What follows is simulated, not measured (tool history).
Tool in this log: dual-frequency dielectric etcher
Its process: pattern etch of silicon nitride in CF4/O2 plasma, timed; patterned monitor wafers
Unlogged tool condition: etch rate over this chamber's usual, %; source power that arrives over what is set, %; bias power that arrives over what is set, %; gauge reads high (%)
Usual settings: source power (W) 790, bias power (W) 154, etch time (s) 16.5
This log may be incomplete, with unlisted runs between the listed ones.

| run | hour | source power (W) | bias power (W) | etch time (s) | wafers since the last listed run | hours since the last wet clean | hours since the last source power generator calibration | hours since the last bias power generator calibration | hours since the last upper electrode change | hours since the gauge calibration | read-back reference wafer on the same gauge, depth_nm | mean etch depth across the wafer (Å) |
|---|---|---|---|---|---|---|---|---|---|---|---|---|
| 1 | 0.0 | 790 | 184 | 16.5 | 0 | 198.3 | 390.6 | 1718.0 | 2877.7 | 904.1 | 50.84 | 466.2 |
| 2 | 45.0 | 790 | 184 | 16.5 | 1070 | 243.3 | 435.6 | 1763.0 | 2922.7 | 949.1 | 50.78 | 471.2 |
| 3 | 107.3 | 790 | 184 | 16.5 | 1481 | 305.6 | 497.9 | 1825.3 | 2985.0 | 1011.4 | 50.85 | 467.9 |
| 4 | 203.6 | 790 | 154 | 16.5 | 2290 | 401.9 | 594.2 | 1921.6 | 3081.3 | 1107.7 | 50.72 | 437.2 |
| 5 | 258.7 | 790 | 154 | 16.5 | 1310 | 457.0 | 649.3 | 1976.7 | 3136.4 | 1162.8 | 50.80 | 439.0 |
|  | 284.4 | bias power generator calibrated |
|  | 303.0 | wet clean of the chamber |
| 6 | 303.5 | 790 | 154 | 16.5 | 529 | 0.5 | 694.1 | 19.1 | 3181.2 | 1207.6 | 50.80 | 446.1 |
|  | 333.3 | upper electrode replaced, of another model than before |
| 7 | 347.4 | 790 | 192 | 21.5 | 473 | 44.4 | 738.0 | 63.0 | 14.1 | 1251.5 | 50.82 | 667.3 |
| 8 | 391.2 | 790 | 154 | 16.5 | 1041 | 88.2 | 781.8 | 106.8 | 57.9 | 1295.3 | 50.79 | 439.5 |
| 9 | 454.3 | 790 | 154 | 16.5 | 1500 | 151.3 | 844.9 | 169.9 | 121.0 | 1358.4 | 50.75 | 440.3 |
|  | 494.3 | gauge calibrated |
| 10 | 614.1 | 900 | 184 | 12.0 | 3800 | 311.1 | 1004.7 | 329.7 | 280.8 | 119.8 | 50.78 | 395.7 |
| 11 | 684.5 | 790 | 154 | 15.0 | 1674 | 381.5 | 1075.1 | 400.1 | 351.2 | 190.2 | 50.77 | 399.7 |
| 12 | 810.5 | 790 | 154 | 16.5 | 2996 | 507.5 | 1201.1 | 526.1 | 477.2 | 316.2 | 50.78 | 442.2 |
| 13 | 849.6 | 730 | 167 | 18.0 | 930 | 546.6 | 1240.2 | 565.2 | 516.3 | 355.3 | 50.86 | 486.0 |
|  | 922.7 | wet clean of the chamber |
| 14 | 923.2 | 790 | 191 | 16.5 | 1179 | 0.5 | 1313.8 | 638.8 | 589.9 | 428.9 | 50.78 | 510.9 |
| 15 | 960.7 | 790 | 116 | 16.5 | 891 | 38.0 | 1351.3 | 676.3 | 627.4 | 466.4 | 50.79 | 358.1 |
|  | 995.3 | source power generator calibrated |
| 16 | 1008.6 | 950 | 154 | 20.5 | 1044 | 85.9 | 13.3 | 724.2 | 675.3 | 514.3 | 50.72 | 621.8 |
| 17 | 1056.3 | 790 | 154 | 16.5 | 1134 | 133.6 | 61.0 | 771.9 | 723.0 | 562.0 | 50.81 | 441.1 |
| 18 | 1089.5 | 790 | 181 | 14.0 | 789 | 166.8 | 94.2 | 805.1 | 756.2 | 595.2 | 50.86 | 418.0 |
| 19 | 1144.2 | 790 | 154 | 16.5 | 1301 | 221.5 | 148.9 | 859.8 | 810.9 | 649.9 | 50.76 | 438.9 |
| 20 | 1170.5 | 790 | 154 | 16.5 | 625 | 247.8 | 175.2 | 886.1 | 837.2 | 676.2 | 50.84 | 435.2 |
| 21 | 1205.5 | 620 | 154 | 18.0 | 832 | 282.8 | 210.2 | 921.1 | 872.2 | 711.2 | 50.80 | 406.4 |
| 22 | 1263.5 | 790 | 154 | 19.5 | 1379 | 340.8 | 268.2 | 979.1 | 930.2 | 769.2 | 50.81 | 517.6 |
| 23 | 1319.7 | 790 | 154 | 16.5 | 1336 | 397.0 | 324.4 | 1035.3 | 986.4 | 825.4 | 50.83 | 436.6 |
| 24 | 1363.1 | 710 | 154 | 13.5 | 1032 | 440.4 | 367.8 | 1078.7 | 1029.8 | 868.8 | 50.80 | 332.6 |
| 25 | 1421.4 | 680 | 154 | 19.5 | 1386 | 498.7 | 426.1 | 1137.0 | 1088.1 | 927.1 | 50.80 | 468.0 |
|  | 1489.1 | wet clean of the chamber |
| 26 | 1489.6 | 790 | 154 | 13.5 | 1051 | 0.5 | 494.3 | 1205.2 | 1156.3 | 995.3 | 50.82 | 357.8 |
| 27 | 1506.9 | 910 | 125 | 20.0 | 411 | 17.8 | 511.6 | 1222.5 | 1173.6 | 1012.6 | 50.80 | 502.2 |
| 28 | 1572.6 | 930 | 192 | 16.5 | 1562 | 83.5 | 577.3 | 1288.2 | 1239.3 | 1078.3 | 50.81 | 564.6 |
| 29 | 1602.3 | 620 | 176 | 14.5 | 706 | 113.2 | 607.0 | 1317.9 | 1269.0 | 1108.0 | 50.78 | 358.6 |

What if the next run were any one of these 4? Each begins from the tool's condition after run 29:
| A | 1602.7 | 790 | 154 | 16.5 | 9 | 113.6 | 607.4 | 1318.3 | 1269.4 | 1108.4 | ? | ? |
| B | 1602.7 | 600 | 170 | 16.5 | 9 | 113.6 | 607.4 | 1318.3 | 1269.4 | 1108.4 | ? | ? |
| C | 1602.7 | 670 | 188 | 15.0 | 9 | 113.6 | 607.4 | 1318.3 | 1269.4 | 1108.4 | ? | ? |
| D | 1602.7 | 790 | 154 | 18.0 | 9 | 113.6 | 607.4 | 1318.3 | 1269.4 | 1108.4 | ? | ? |

| run | read-back reference wafer on the same gauge, depth_nm | mean etch depth across the wafer (Å) |
|---|---|---|
| A | 50.85 | 435.9 |
| B | 50.85 | 388.0 |
| C | 50.85 | 403.7 |
| D | 50.85 | 475.5 |
What these runs would have given with no unlogged condition in the tool:
| run | mean etch depth across the wafer (Å) |
|---|---|
| A | 444.9 |
| B | 396.4 |
| C | 412.6 |
| D | 485.3 |
